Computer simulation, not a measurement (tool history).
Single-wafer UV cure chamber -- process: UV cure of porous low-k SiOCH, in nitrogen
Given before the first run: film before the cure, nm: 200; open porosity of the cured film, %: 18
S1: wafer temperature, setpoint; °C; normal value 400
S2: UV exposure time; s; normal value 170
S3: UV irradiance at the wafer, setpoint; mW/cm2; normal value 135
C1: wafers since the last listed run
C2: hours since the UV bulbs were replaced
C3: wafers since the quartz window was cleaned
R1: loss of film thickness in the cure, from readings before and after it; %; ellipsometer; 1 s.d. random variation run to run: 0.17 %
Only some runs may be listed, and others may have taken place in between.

{"run": 1, "day": 0.0, "S1": 400, "S2": 170, "S3": 135, "C1": 0, "C2": 945.6, "C3": 1450, "R1": 12.695}
{"day": 0.138, "done": "quartz window cleaned"}
{"run": 2, "day": 0.588, "S1": 400, "S2": 170, "S3": 135, "C1": 39, "C2": 959.7, "C3": 39, "R1": 12.331}
{"run": 3, "day": 1.796, "S1": 400, "S2": 170, "S3": 135, "C1": 106, "C2": 988.7, "C3": 146, "R1": 12.585}
{"run": 4, "day": 3.062, "S1": 400, "S2": 170, "S3": 135, "C1": 112, "C2": 1019.1, "C3": 258, "R1": 12.126}
{"run": 5, "day": 3.671, "S1": 400, "S2": 170, "S3": 135, "C1": 53, "C2": 1033.7, "C3": 312, "R1": 12.024}
{"run": 6, "day": 5.092, "S1": 400, "S2": 170, "S3": 135, "C1": 125, "C2": 1067.8, "C3": 438, "R1": 12.224}
{"run": 7, "day": 5.988, "S1": 400, "S2": 170, "S3": 135, "C1": 79, "C2": 1089.3, "C3": 517, "R1": 12.111}
{"run": 8, "day": 6.888, "S1": 400, "S2": 170, "S3": 135, "C1": 79, "C2": 1110.9, "C3": 597, "R1": 12.301}
{"run": 9, "day": 7.404, "S1": 400, "S2": 170, "S3": 135, "C1": 45, "C2": 1123.3, "C3": 643, "R1": 12.694}
{"run": 10, "day": 8.046, "S1": 400, "S2": 170, "S3": 135, "C1": 56, "C2": 1138.7, "C3": 700, "R1": 12.386}
{"run": 11, "day": 8.554, "S1": 400, "S2": 170, "S3": 135, "C1": 45, "C2": 1150.9, "C3": 745, "R1": 12.229}
{"run": 12, "day": 9.733, "S1": 414, "S2": 170, "S3": 135, "C1": 104, "C2": 1179.2, "C3": 849, "R1": 12.192}
{"run": 13, "day": 10.367, "S1": 400, "S2": 170, "S3": 135, "C1": 56, "C2": 1194.4, "C3": 905, "R1": 12.403}
{"run": 14, "day": 11.183, "S1": 400, "S2": 170, "S3": 135, "C1": 72, "C2": 1214, "C3": 977, "R1": 11.952}
{"run": 15, "day": 12.246, "S1": 400, "S2": 170, "S3": 135, "C1": 94, "C2": 1239.5, "C3": 1071, "R1": 12.184}
{"run": 16, "day": 13.192, "S1": 400, "S2": 170, "S3": 135, "C1": 83, "C2": 1262.2, "C3": 1155, "R1": 12.429}
{"run": 17, "day": 14.05, "S1": 381, "S2": 170, "S3": 135, "C1": 75, "C2": 1282.8, "C3": 1231, "R1": 12.057}
{"run": 18, "day": 15.483, "S1": 415, "S2": 200, "S3": 135, "C1": 126, "C2": 1317.2, "C3": 1358, "R1": 13.527}
{"run": 19, "day": 16.942, "S1": 400, "S2": 255, "S3": 135, "C1": 129, "C2": 1352.2, "C3": 1487, "R1": 14.074}
{"day": 18.433, "done": "quartz window cleaned"}
{"run": 20, "day": 18.454, "S1": 391, "S2": 200, "S3": 150, "C1": 104, "C2": 1388.5, "C3": 1, "R1": 13.12}
{"run": 21, "day": 19.325, "S1": 381, "S2": 170, "S3": 135, "C1": 77, "C2": 1409.4, "C3": 78, "R1": 12.258}
{"run": 22, "day": 20.029, "S1": 400, "S2": 170, "S3": 135, "C1": 62, "C2": 1426.3, "C3": 141, "R1": 12.268}
{"run": 23, "day": 20.646, "S1": 380, "S2": 205, "S3": 164, "C1": 54, "C2": 1441.1, "C3": 195, "R1": 13.812}
{"day": 21.888, "done": "UV bulbs replaced"}
{"run": 24, "day": 21.95, "S1": 400, "S2": 170, "S3": 135, "C1": 85, "C2": 1.5, "C3": 281, "R1": 12.227}
{"run": 25, "day": 23.208, "S1": 409, "S2": 70, "S3": 120, "C1": 111, "C2": 31.7, "C3": 393, "R1": 7.889}
{"run": 26, "day": 23.958, "S1": 415, "S2": 220, "S3": 169, "C1": 66, "C2": 49.7, "C3": 459, "R1": 14.74}
{"run": 27, "day": 24.875, "S1": 392, "S2": 235, "S3": 135, "C1": 81, "C2": 71.7, "C3": 540, "R1": 13.732}
{"run": 28, "day": 26.108, "S1": 407, "S2": 170, "S3": 135, "C1": 109, "C2": 101.3, "C3": 650, "R1": 12.376}
{"run": 29, "day": 26.654, "S1": 400, "S2": 170, "S3": 135, "C1": 48, "C2": 114.4, "C3": 698, "R1": 12.144}
{"run": 30, "day": 27.696, "S1": 400, "S2": 170, "S3": 135, "C1": 92, "C2": 139.4, "C3": 790, "R1": 12.278}

Take each entry between the runs: how does the hidden state at the last listed run before it differ from the hidden state at the first listed run after it?
In the gap between runs 1 and 2: quartz window cleaned (day 0.138)
  no hidden state differs between the two runs
In the gap between runs 19 and 20: quartz window cleaned (day 18.433)
  no hidden state differs between the two runs
In the gap between runs 23 and 24: UV bulbs replaced (day 21.888)
  no hidden state differs between the two runs
